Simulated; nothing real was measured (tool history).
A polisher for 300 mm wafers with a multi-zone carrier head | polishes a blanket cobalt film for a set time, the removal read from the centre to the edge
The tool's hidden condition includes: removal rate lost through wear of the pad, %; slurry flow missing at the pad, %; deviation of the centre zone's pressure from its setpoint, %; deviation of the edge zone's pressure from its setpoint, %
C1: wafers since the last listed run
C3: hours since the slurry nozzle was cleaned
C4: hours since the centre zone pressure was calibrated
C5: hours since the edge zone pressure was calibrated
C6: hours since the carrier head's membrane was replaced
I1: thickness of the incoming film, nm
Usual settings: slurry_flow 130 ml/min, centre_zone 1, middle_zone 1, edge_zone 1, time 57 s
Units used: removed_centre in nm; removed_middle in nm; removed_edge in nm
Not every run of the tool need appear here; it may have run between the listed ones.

{"run": 1, "hour": 0.0, "slurry_flow": 130, "centre_zone": 1, "middle_zone": 1, "edge_zone": 1, "time": 57, "C1": 0, "wafers polished on this pad": 1215, "C3": 273.7, "C4": 713.5, "C5": 1132.1, "C6": 33.7, "I1": 1219.3, "removed_centre": 258.8, "removed_middle": 230.5, "removed_edge": 224.6}
{"hour": 17.9, "done": "worn pad replaced by a new one"}
{"hour": 18.0, "done": "slurry nozzle cleaned"}
{"hour": 24.7, "done": "centre zone pressure recalibrated"}
{"run": 2, "hour": 30.0, "slurry_flow": 130, "centre_zone": 1, "middle_zone": 1, "edge_zone": 1, "time": 57, "C1": 173, "wafers polished on this pad": 72, "C3": 12, "C4": 5.3, "C5": 1162.1, "C6": 63.7, "I1": 1255, "removed_centre": 235.2, "removed_middle": 225, "removed_edge": 227.3}
{"run": 3, "hour": 52.2, "slurry_flow": 130, "centre_zone": 0.97, "middle_zone": 1, "edge_zone": 1.05, "time": 57, "C1": 160, "wafers polished on this pad": 233, "C3": 34.2, "C4": 27.5, "C5": 1184.3, "C6": 85.9, "I1": 1240.1, "removed_centre": 231.4, "removed_middle": 231.2, "removed_edge": 227.1}
{"run": 4, "hour": 71.1, "slurry_flow": 130, "centre_zone": 1.07, "middle_zone": 1, "edge_zone": 1, "time": 40, "C1": 136, "wafers polished on this pad": 369, "C3": 53.1, "C4": 46.4, "C5": 1203.2, "C6": 104.8, "I1": 1236.3, "removed_centre": 183.2, "removed_middle": 164.1, "removed_edge": 158.5}
{"run": 5, "hour": 89.6, "slurry_flow": 130, "centre_zone": 1.1, "middle_zone": 0.89, "edge_zone": 1, "time": 57, "C1": 133, "wafers polished on this pad": 503, "C3": 71.6, "C4": 64.9, "C5": 1221.7, "C6": 123.3, "I1": 1241.1, "removed_centre": 265.4, "removed_middle": 204, "removed_edge": 225.6}
{"run": 6, "hour": 119.0, "slurry_flow": 145, "centre_zone": 1, "middle_zone": 1, "edge_zone": 1, "time": 57, "C1": 212, "wafers polished on this pad": 716, "C3": 101, "C4": 94.3, "C5": 1251.1, "C6": 152.7, "I1": 1233.2, "removed_centre": 250.1, "removed_middle": 238.3, "removed_edge": 226.6}
{"run": 7, "hour": 134.9, "slurry_flow": 130, "centre_zone": 1, "middle_zone": 0.93, "edge_zone": 1, "time": 57, "C1": 115, "wafers polished on this pad": 831, "C3": 116.9, "C4": 110.2, "C5": 1267, "C6": 168.6, "I1": 1245.2, "removed_centre": 247.1, "removed_middle": 218.8, "removed_edge": 227.7}
{"run": 8, "hour": 148.6, "slurry_flow": 130, "centre_zone": 1.06, "middle_zone": 1, "edge_zone": 1.09, "time": 57, "C1": 99, "wafers polished on this pad": 930, "C3": 130.6, "C4": 123.9, "C5": 1280.7, "C6": 182.3, "I1": 1226.2, "removed_centre": 257.7, "removed_middle": 229.9, "removed_edge": 234}
{"run": 9, "hour": 160.9, "slurry_flow": 130, "centre_zone": 1, "middle_zone": 1, "edge_zone": 1, "time": 57, "C1": 89, "wafers polished on this pad": 1019, "C3": 142.9, "C4": 136.2, "C5": 1293, "C6": 194.6, "I1": 1238.2, "removed_centre": 245.3, "removed_middle": 232.8, "removed_edge": 225.8}
{"run": 10, "hour": 194.1, "slurry_flow": 130, "centre_zone": 1, "middle_zone": 1, "edge_zone": 1, "time": 57, "C1": 240, "wafers polished on this pad": 1260, "C3": 176.1, "C4": 169.4, "C5": 1326.2, "C6": 227.8, "I1": 1231.7, "removed_centre": 255.3, "removed_middle": 233.9, "removed_edge": 224.8}
{"run": 11, "hour": 218.9, "slurry_flow": 130, "centre_zone": 0.96, "middle_zone": 1, "edge_zone": 1, "time": 57, "C1": 179, "wafers polished on this pad": 1439, "C3": 200.9, "C4": 194.2, "C5": 1351, "C6": 252.6, "I1": 1244.1, "removed_centre": 245.3, "removed_middle": 228.8, "removed_edge": 225.5}
{"hour": 242.3, "done": "edge zone pressure recalibrated"}
{"hour": 243.4, "done": "worn pad replaced by a new one, of another model than before"}
{"run": 12, "hour": 243.9, "slurry_flow": 130, "centre_zone": 1, "middle_zone": 1, "edge_zone": 0.93, "time": 63, "C1": 158, "wafers polished on this pad": 3, "C3": 225.9, "C4": 219.2, "C5": 1.6, "C6": 277.6, "I1": 1218.8, "removed_centre": 283.2, "removed_middle": 248.9, "removed_edge": 245.5}
{"run": 13, "hour": 275.0, "slurry_flow": 130, "centre_zone": 1, "middle_zone": 1, "edge_zone": 1, "time": 57, "C1": 225, "wafers polished on this pad": 229, "C3": 257, "C4": 250.3, "C5": 32.7, "C6": 308.7, "I1": 1255.5, "removed_centre": 262, "removed_middle": 232.7, "removed_edge": 226.1}
{"hour": 292.9, "done": "slurry nozzle cleaned"}
{"run": 14, "hour": 293.2, "slurry_flow": 130, "centre_zone": 1, "middle_zone": 1, "edge_zone": 1, "time": 57, "C1": 124, "wafers polished on this pad": 353, "C3": 0.3, "C4": 268.5, "C5": 50.9, "C6": 326.9, "I1": 1255.1, "removed_centre": 257.6, "removed_middle": 229.7, "removed_edge": 225.1}
{"run": 15, "hour": 310.4, "slurry_flow": 105, "centre_zone": 1.1, "middle_zone": 1, "edge_zone": 1, "time": 57, "C1": 124, "wafers polished on this pad": 478, "C3": 17.5, "C4": 285.7, "C5": 68.1, "C6": 344.1, "I1": 1258.8, "removed_centre": 271.7, "removed_middle": 224.6, "removed_edge": 217.8}
{"run": 16, "hour": 339.0, "slurry_flow": 130, "centre_zone": 1, "middle_zone": 0.92, "edge_zone": 1, "time": 57, "C1": 207, "wafers polished on this pad": 685, "C3": 46.1, "C4": 314.3, "C5": 96.7, "C6": 372.7, "I1": 1217.9, "removed_centre": 258.7, "removed_middle": 209.6, "removed_edge": 229.4}
{"run": 17, "hour": 362.8, "slurry_flow": 160, "centre_zone": 0.9, "middle_zone": 0.91, "edge_zone": 1.09, "time": 57, "C1": 172, "wafers polished on this pad": 857, "C3": 69.9, "C4": 338.1, "C5": 120.5, "C6": 396.5, "I1": 1236.8, "removed_centre": 242.9, "removed_middle": 216.8, "removed_edge": 239.3}
{"run": 18, "hour": 391.7, "slurry_flow": 130, "centre_zone": 1, "middle_zone": 0.92, "edge_zone": 0.89, "time": 66, "C1": 209, "wafers polished on this pad": 1066, "C3": 98.8, "C4": 367, "C5": 149.4, "C6": 425.4, "I1": 1247.1, "removed_centre": 300.4, "removed_middle": 247.9, "removed_edge": 254.7}
{"run": 19, "hour": 423.6, "slurry_flow": 130, "centre_zone": 1, "middle_zone": 1, "edge_zone": 1, "time": 66, "C1": 230, "wafers polished on this pad": 1297, "C3": 130.7, "C4": 398.9, "C5": 181.3, "C6": 457.3, "I1": 1237.4, "removed_centre": 301.3, "removed_middle": 273.5, "removed_edge": 260.4}
{"run": 20, "hour": 441.7, "slurry_flow": 130, "centre_zone": 1, "middle_zone": 1.06, "edge_zone": 1, "time": 57, "C1": 131, "wafers polished on this pad": 1428, "C3": 148.8, "C4": 417, "C5": 199.4, "C6": 475.4, "I1": 1257, "removed_centre": 262.9, "removed_middle": 242.3, "removed_edge": 226.4}
{"run": 21, "hour": 455.8, "slurry_flow": 130, "centre_zone": 1.11, "middle_zone": 1, "edge_zone": 1, "time": 57, "C1": 102, "wafers polished on this pad": 1530, "C3": 162.9, "C4": 431.1, "C5": 213.5, "C6": 489.5, "I1": 1233.1, "removed_centre": 290.7, "removed_middle": 227.7, "removed_edge": 225.3}

Alternative continuations, all from the tool just after run 21; predict every row:
{"run": "A", "hour": 456.2, "slurry_flow": 130, "centre_zone": 1, "middle_zone": 1, "edge_zone": 1.06, "time": 57, "C1": 2, "wafers polished on this pad": 1533, "C3": 163.3, "C4": 431.5, "C5": 213.9, "C6": 489.9, "I1": 1253.1, "removed_centre": "?", "removed_middle": "?", "removed_edge": "?"}
{"run": "B", "hour": 456.2, "slurry_flow": 95, "centre_zone": 1, "middle_zone": 1.08, "edge_zone": 1.06, "time": 50, "C1": 2, "wafers polished on this pad": 1533, "C3": 163.3, "C4": 431.5, "C5": 213.9, "C6": 489.9, "I1": 1253.1, "removed_centre": "?", "removed_middle": "?", "removed_edge": "?"}
{"run": "C", "hour": 456.2, "slurry_flow": 130, "centre_zone": 0.96, "middle_zone": 1, "edge_zone": 1, "time": 47, "C1": 2, "wafers polished on this pad": 1533, "C3": 163.3, "C4": 431.5, "C5": 213.9, "C6": 489.9, "I1": 1253.1, "removed_centre": "?", "removed_middle": "?", "removed_edge": "?"}
{"run": "D", "hour": 456.2, "slurry_flow": 130, "centre_zone": 1, "middle_zone": 1, "edge_zone": 1, "time": 49, "C1": 2, "wafers polished on this pad": 1533, "C3": 163.3, "C4": 431.5, "C5": 213.9, "C6": 489.9, "I1": 1253.1, "removed_centre": "?", "removed_middle": "?", "removed_edge": "?"}
{"run": "E", "hour": 456.2, "slurry_flow": 130, "centre_zone": 1.06, "middle_zone": 1, "edge_zone": 1, "time": 40, "C1": 2, "wafers polished on this pad": 1533, "C3": 163.3, "C4": 431.5, "C5": 213.9, "C6": 489.9, "I1": 1253.1, "removed_centre": "?", "removed_middle": "?", "removed_edge": "?"}

run=A removed_centre=262.8 removed_middle=232.1 removed_edge=237.8
run=B removed_centre=220.1 removed_middle=208.6 removed_edge=202.5
run=C removed_centre=208.1 removed_middle=191.4 removed_edge=190.6
run=D removed_centre=225.9 removed_middle=199.5 removed_edge=198.7
run=E removed_centre=195.5 removed_middle=162.8 removed_edge=162.2
Without the tool's hidden state the same runs would have given:
run=A removed_centre=232.3 removed_middle=232.2 removed_edge=237.8
run=B removed_centre=194.5 removed_middle=208.8 removed_edge=202.5
run=C removed_centre=183.8 removed_middle=191.6 removed_edge=190.6
run=D removed_centre=199.7 removed_middle=199.7 removed_edge=198.7
run=E removed_centre=172.8 removed_middle=162.9 removed_edge=162.2
